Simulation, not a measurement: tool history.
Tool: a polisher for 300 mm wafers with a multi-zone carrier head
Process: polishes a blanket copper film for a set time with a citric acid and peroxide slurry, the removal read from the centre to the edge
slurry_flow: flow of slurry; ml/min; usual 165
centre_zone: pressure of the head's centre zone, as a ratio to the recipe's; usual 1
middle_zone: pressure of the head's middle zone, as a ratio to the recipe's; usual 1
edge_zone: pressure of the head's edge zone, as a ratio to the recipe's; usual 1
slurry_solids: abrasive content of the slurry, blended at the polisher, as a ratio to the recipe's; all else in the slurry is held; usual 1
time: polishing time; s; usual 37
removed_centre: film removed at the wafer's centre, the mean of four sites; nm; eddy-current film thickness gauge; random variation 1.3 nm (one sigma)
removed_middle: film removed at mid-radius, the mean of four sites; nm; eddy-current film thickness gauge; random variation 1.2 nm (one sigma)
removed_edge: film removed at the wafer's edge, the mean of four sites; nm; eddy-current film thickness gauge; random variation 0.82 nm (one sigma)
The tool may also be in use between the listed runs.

run	hour	slurry_flow	centre_zone	middle_zone	edge_zone	slurry_solids	time	incoming thickness of the incoming film, nm	removed_centre	removed_middle	removed_edge
1	0	165	1	1	1.09	1	37	536.8	98.6	97.9	100.7
# hour 12.7: edge zone pressure recalibrated
2	13.2	165	1	0.97	1	1	40	525.6	104.6	101.3	105.3
3	21.3	165	1	0.97	1	1	40	539	102.5	101.8	104
# hour 31.5: slurry nozzle cleaned
4	33.7	165	1	0.97	1	1	40	528.5	104.8	100.9	102.3
# hour 42: centre zone pressure recalibrated
5	45.7	165	1	1	1	1	37	531.2	92.9	95.7	94.2
6	90.4	145	0.96	1	1	1.15	37	533	86.8	89.8	90.9
# hour 97.2: worn pad replaced by a new one, of another model than before
7	97.7	165	1.12	1	1.06	1	28	533.1	85.3	78.5	79.7
8	113.5	215	0.89	1	1	0.75	33	532.3	86	88.6	89.3
9	120.3	185	1	1	1	1	37	528.9	101.6	103.3	103.3
10	134.4	210	1.09	1	0.9	1.2	37	536.7	115.6	111.1	102.3
11	143	115	1	1	1	1	37	534	82	84.3	87.8
12	151.1	110	1	1	0.9	1	43	530.3	92	92.7	95.8
13	160.6	165	1	1	1	1	37	541.1	95.4	98	96
14	166.7	165	1	1	1	1	37	528.2	96.6	97.3	96.1
15	173.3	130	1	1	1	1	37	524.7	86.5	88.2	90.4
16	180.5	165	1	1	0.94	0.75	37	535.7	89.2	90.6	85.9
17	193.4	165	1	1	1	1	37	531.9	92.1	94.5	92.7
18	200.2	165	1	1	1	1	37	531.2	91.8	94.9	92.6
# hour 212.6: worn pad replaced by a new one
19	213.1	165	1	0.93	0.92	1.15	49	526.3	141	131.8	135.2
20	228.9	165	0.94	1	1.08	1.1	28	527.4	75.2	77.1	81.2
21	244.1	165	1	1	1	1.25	37	526.5	102.8	103.1	103.3

4 ways to go on from here, each from the tool as it stands after run 21. What would each give?
A	244.5	165	1	1.05	1	1	37	533.1	?	?	?
B	244.5	165	1	1	1	1	47	533.1	?	?	?
C	244.5	220	1.06	0.94	1	0.75	37	533.1	?	?	?
D	244.5	165	0.91	1	1	1.3	37	533.1	?	?	?

run	removed_centre	removed_middle	removed_edge
A	100.2	103.3	98.5
B	127.2	125.9	125.2
C	104.5	93.7	96.7
D	99.9	105.4	104.7
Without the tool's hidden state the same runs would have given:
run	removed_centre	removed_middle	removed_edge
A	105.3	108.6	103.5
B	133.7	132.4	131.6
C	109.9	98.5	101.6
D	105	110.7	110

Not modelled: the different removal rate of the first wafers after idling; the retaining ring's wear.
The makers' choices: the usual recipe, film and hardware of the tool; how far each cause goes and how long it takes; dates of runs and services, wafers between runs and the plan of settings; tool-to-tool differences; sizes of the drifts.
